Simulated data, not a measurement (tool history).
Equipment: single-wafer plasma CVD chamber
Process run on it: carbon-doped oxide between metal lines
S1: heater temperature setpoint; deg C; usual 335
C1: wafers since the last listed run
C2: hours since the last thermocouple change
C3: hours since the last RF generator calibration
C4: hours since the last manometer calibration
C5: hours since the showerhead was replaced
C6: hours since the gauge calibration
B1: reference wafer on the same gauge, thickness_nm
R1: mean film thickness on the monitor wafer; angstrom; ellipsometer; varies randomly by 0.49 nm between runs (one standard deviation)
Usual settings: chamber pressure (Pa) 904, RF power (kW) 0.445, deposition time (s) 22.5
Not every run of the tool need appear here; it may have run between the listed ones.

{"run": 1, "hour": 0.0, "S1": 335, "chamber pressure (Pa)": 904, "RF power (kW)": 0.445, "deposition time (s)": 22.5, "C1": 0, "C2": 2069.7, "C3": 1132.7, "C4": 1911.2, "C5": 5813.5, "C6": 700, "B1": 115.934, "R1": 1053.01}
{"run": 2, "hour": 23.2, "S1": 335, "chamber pressure (Pa)": 904, "RF power (kW)": 0.445, "deposition time (s)": 22.5, "C1": 611, "C2": 2092.9, "C3": 1155.9, "C4": 1934.4, "C5": 5836.7, "C6": 723.2, "B1": 115.962, "R1": 1055.54}
{"run": 3, "hour": 55.2, "S1": 335, "chamber pressure (Pa)": 904, "RF power (kW)": 0.445, "deposition time (s)": 22.5, "C1": 844, "C2": 2124.9, "C3": 1187.9, "C4": 1966.4, "C5": 5868.7, "C6": 755.2, "B1": 115.749, "R1": 1059.74}
{"run": 4, "hour": 71.0, "S1": 335, "chamber pressure (Pa)": 904, "RF power (kW)": 0.445, "deposition time (s)": 22.5, "C1": 416, "C2": 2140.7, "C3": 1203.7, "C4": 1982.2, "C5": 5884.5, "C6": 771, "B1": 116.174, "R1": 1065.33}
{"run": 5, "hour": 86.5, "S1": 335, "chamber pressure (Pa)": 904, "RF power (kW)": 0.445, "deposition time (s)": 22.5, "C1": 408, "C2": 2156.2, "C3": 1219.2, "C4": 1997.7, "C5": 5900, "C6": 786.5, "B1": 115.977, "R1": 1053.53}
{"run": 6, "hour": 113.2, "S1": 326, "chamber pressure (Pa)": 904, "RF power (kW)": 0.445, "deposition time (s)": 22.5, "C1": 704, "C2": 2182.9, "C3": 1245.9, "C4": 2024.4, "C5": 5926.7, "C6": 813.2, "B1": 116.121, "R1": 1083.17}
{"run": 7, "hour": 140.3, "S1": 335, "chamber pressure (Pa)": 904, "RF power (kW)": 0.445, "deposition time (s)": 22.5, "C1": 714, "C2": 2210, "C3": 1273, "C4": 2051.5, "C5": 5953.8, "C6": 840.3, "B1": 115.908, "R1": 1044.82}
{"run": 8, "hour": 175.0, "S1": 335, "chamber pressure (Pa)": 904, "RF power (kW)": 0.445, "deposition time (s)": 22.5, "C1": 915, "C2": 2244.7, "C3": 1307.7, "C4": 2086.2, "C5": 5988.5, "C6": 875, "B1": 116.213, "R1": 1047.95}
{"run": 9, "hour": 198.9, "S1": 335, "chamber pressure (Pa)": 904, "RF power (kW)": 0.445, "deposition time (s)": 22.5, "C1": 630, "C2": 2268.6, "C3": 1331.6, "C4": 2110.1, "C5": 6012.4, "C6": 898.9, "B1": 116.051, "R1": 1043.69}
{"run": 10, "hour": 223.1, "S1": 344, "chamber pressure (Pa)": 904, "RF power (kW)": 0.445, "deposition time (s)": 22.5, "C1": 638, "C2": 2292.8, "C3": 1355.8, "C4": 2134.3, "C5": 6036.6, "C6": 923.1, "B1": 115.951, "R1": 1017.62}
{"hour": 227.1, "done": "gauge calibrated"}
{"run": 11, "hour": 246.4, "S1": 344, "chamber pressure (Pa)": 904, "RF power (kW)": 0.445, "deposition time (s)": 22.5, "C1": 614, "C2": 2316.1, "C3": 1379.1, "C4": 2157.6, "C5": 6059.9, "C6": 19.3, "B1": 116.051, "R1": 1019.82}
{"run": 12, "hour": 277.8, "S1": 335, "chamber pressure (Pa)": 904, "RF power (kW)": 0.445, "deposition time (s)": 22.5, "C1": 828, "C2": 2347.5, "C3": 1410.5, "C4": 2189, "C5": 6091.3, "C6": 50.7, "B1": 115.87, "R1": 1052.67}
{"hour": 303.9, "done": "showerhead replaced"}
{"hour": 344.1, "done": "thermocouple changed; heater temperature recalibrated"}
{"run": 13, "hour": 358.2, "S1": 345, "chamber pressure (Pa)": 904, "RF power (kW)": 0.47, "deposition time (s)": 22.5, "C1": 1698, "C2": 14.1, "C3": 1490.9, "C4": 2269.4, "C5": 54.3, "C6": 131.1, "B1": 115.712, "R1": 1057.61}
{"run": 14, "hour": 379.8, "S1": 335, "chamber pressure (Pa)": 821, "RF power (kW)": 0.445, "deposition time (s)": 19.6, "C1": 569, "C2": 35.7, "C3": 1512.5, "C4": 2291, "C5": 75.9, "C6": 152.7, "B1": 115.903, "R1": 898.49}
{"run": 15, "hour": 415.7, "S1": 344, "chamber pressure (Pa)": 904, "RF power (kW)": 0.36, "deposition time (s)": 22.5, "C1": 946, "C2": 71.6, "C3": 1548.4, "C4": 2326.9, "C5": 111.8, "C6": 188.6, "B1": 116.148, "R1": 881.13}
{"run": 16, "hour": 428.1, "S1": 326, "chamber pressure (Pa)": 1017, "RF power (kW)": 0.41, "deposition time (s)": 19.7, "C1": 327, "C2": 84, "C3": 1560.8, "C4": 2339.3, "C5": 124.2, "C6": 201, "B1": 116.008, "R1": 902.5}
{"run": 17, "hour": 450.1, "S1": 344, "chamber pressure (Pa)": 721, "RF power (kW)": 0.355, "deposition time (s)": 22.5, "C1": 580, "C2": 106, "C3": 1582.8, "C4": 2361.3, "C5": 146.2, "C6": 223, "B1": 115.982, "R1": 840.1}
{"run": 18, "hour": 479.9, "S1": 335, "chamber pressure (Pa)": 904, "RF power (kW)": 0.52, "deposition time (s)": 18.4, "C1": 785, "C2": 135.8, "C3": 1612.6, "C4": 2391.1, "C5": 176, "C6": 252.8, "B1": 116.082, "R1": 940.95}
{"run": 19, "hour": 501.7, "S1": 335, "chamber pressure (Pa)": 788, "RF power (kW)": 0.525, "deposition time (s)": 25.3, "C1": 574, "C2": 157.6, "C3": 1634.4, "C4": 2412.9, "C5": 197.8, "C6": 274.6, "B1": 115.886, "R1": 1249.45}
{"hour": 537.9, "done": "RF generator calibrated"}
{"run": 20, "hour": 538.4, "S1": 323, "chamber pressure (Pa)": 700, "RF power (kW)": 0.445, "deposition time (s)": 22.5, "C1": 756, "C2": 194.3, "C3": 0.5, "C4": 2449.6, "C5": 234.5, "C6": 311.3, "B1": 115.983, "R1": 1057.81}
{"hour": 546.9, "done": "capacitance manometer re-zeroed and calibrated"}
{"run": 21, "hour": 599.8, "S1": 343, "chamber pressure (Pa)": 904, "RF power (kW)": 0.445, "deposition time (s)": 20.3, "C1": 1408, "C2": 255.7, "C3": 61.9, "C4": 52.9, "C5": 295.9, "C6": 372.7, "B1": 116.006, "R1": 945.78}
{"run": 22, "hour": 622.7, "S1": 335, "chamber pressure (Pa)": 904, "RF power (kW)": 0.445, "deposition time (s)": 22.5, "C1": 603, "C2": 278.6, "C3": 84.8, "C4": 75.8, "C5": 318.8, "C6": 395.6, "B1": 115.961, "R1": 1084.39}
{"run": 23, "hour": 637.2, "S1": 335, "chamber pressure (Pa)": 904, "RF power (kW)": 0.445, "deposition time (s)": 22.5, "C1": 382, "C2": 293.1, "C3": 99.3, "C4": 90.3, "C5": 333.3, "C6": 410.1, "B1": 116.084, "R1": 1078.9}

Run 24 comes next. What will it give?
{"run": 24, "hour": 652.9, "S1": 345, "chamber pressure (Pa)": 904, "RF power (kW)": 0.445, "deposition time (s)": 22.5, "C1": 414, "C2": 308.8, "C3": 115, "C4": 106, "C5": 349, "C6": 425.8, "B1": "?", "R1": "?"}

B1: 115.937
R1: 1034.55 angstrom
Without the tool's hidden state the same run would have given R1 1041.4 angstrom.
